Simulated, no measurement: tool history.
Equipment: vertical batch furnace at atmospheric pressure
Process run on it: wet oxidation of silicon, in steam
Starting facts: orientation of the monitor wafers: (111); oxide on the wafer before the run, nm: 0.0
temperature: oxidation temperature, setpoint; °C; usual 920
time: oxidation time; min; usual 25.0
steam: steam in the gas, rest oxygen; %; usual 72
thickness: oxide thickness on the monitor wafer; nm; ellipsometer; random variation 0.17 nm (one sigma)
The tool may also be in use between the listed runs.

| run | day | temperature | time | steam | read-back reference wafer on the same gauge, thickness | thickness |
|---|---|---|---|---|---|---|
| 1 | 0.000 | 920 | 25.0 | 72 | 100.02 | 101.57 |
| 2 | 0.525 | 920 | 25.0 | 72 | 100.00 | 101.40 |
| 3 | 1.175 | 920 | 34.5 | 72 | 99.98 | 133.83 |
| 4 | 1.696 | 920 | 34.5 | 72 | 99.99 | 133.68 |
| 5 | 2.021 | 920 | 29.5 | 72 | 100.01 | 117.42 |
|  | 3.246 | thermocouples replaced and temperature profile calibrated |
|  | 3.804 | steam generator serviced |
| 6 | 3.825 | 920 | 29.5 | 72 | 100.00 | 125.78 |
| 7 | 4.017 | 920 | 29.5 | 72 | 100.04 | 125.62 |
| 8 | 4.204 | 929 | 25.0 | 75 | 99.99 | 124.60 |
| 9 | 4.396 | 929 | 25.0 | 75 | 100.01 | 124.26 |
| 10 | 4.583 | 920 | 25.0 | 72 | 100.01 | 108.73 |
| 11 | 4.925 | 931 | 31.5 | 75 | 100.03 | 153.92 |
|  | 4.996 | gauge calibrated |
| 12 | 5.329 | 920 | 15.0 | 67 | 99.94 | 64.78 |
| 13 | 5.754 | 920 | 25.0 | 72 | 99.99 | 108.34 |
| 14 | 6.029 | 920 | 19.0 | 66 | 100.06 | 79.04 |
| 15 | 6.338 | 944 | 34.0 | 65 | 100.04 | 165.14 |
| 16 | 6.750 | 942 | 13.5 | 75 | 100.00 | 83.99 |
| 17 | 7.383 | 920 | 25.0 | 78 | 100.06 | 116.23 |
| 18 | 7.817 | 909 | 13.5 | 72 | 100.00 | 54.20 |
| 19 | 8.125 | 900 | 31.0 | 69 | 99.94 | 97.80 |

Consider 4 possible next runs. They are alternatives, not a sequence: every one starts from the tool as it was left by run 19. What does each give?
| A | 8.321 | 920 | 25.0 | 72 | ? | ? |
| B | 8.321 | 944 | 25.0 | 72 | ? | ? |
| C | 8.321 | 904 | 17.5 | 60 | ? | ? |
| D | 8.321 | 896 | 21.5 | 65 | ? | ? |

| run | read-back reference wafer on the same gauge, thickness | thickness |
|---|---|---|
| A | 100.02 | 108.23 |
| B | 100.02 | 139.79 |
| C | 100.02 | 54.14 |
| D | 100.02 | 62.56 |
Without the tool's hidden state the same runs would have given:
| run | thickness |
|---|---|
| A | 110.45 |
| B | 142.50 |
| C | 55.33 |
| D | 63.93 |
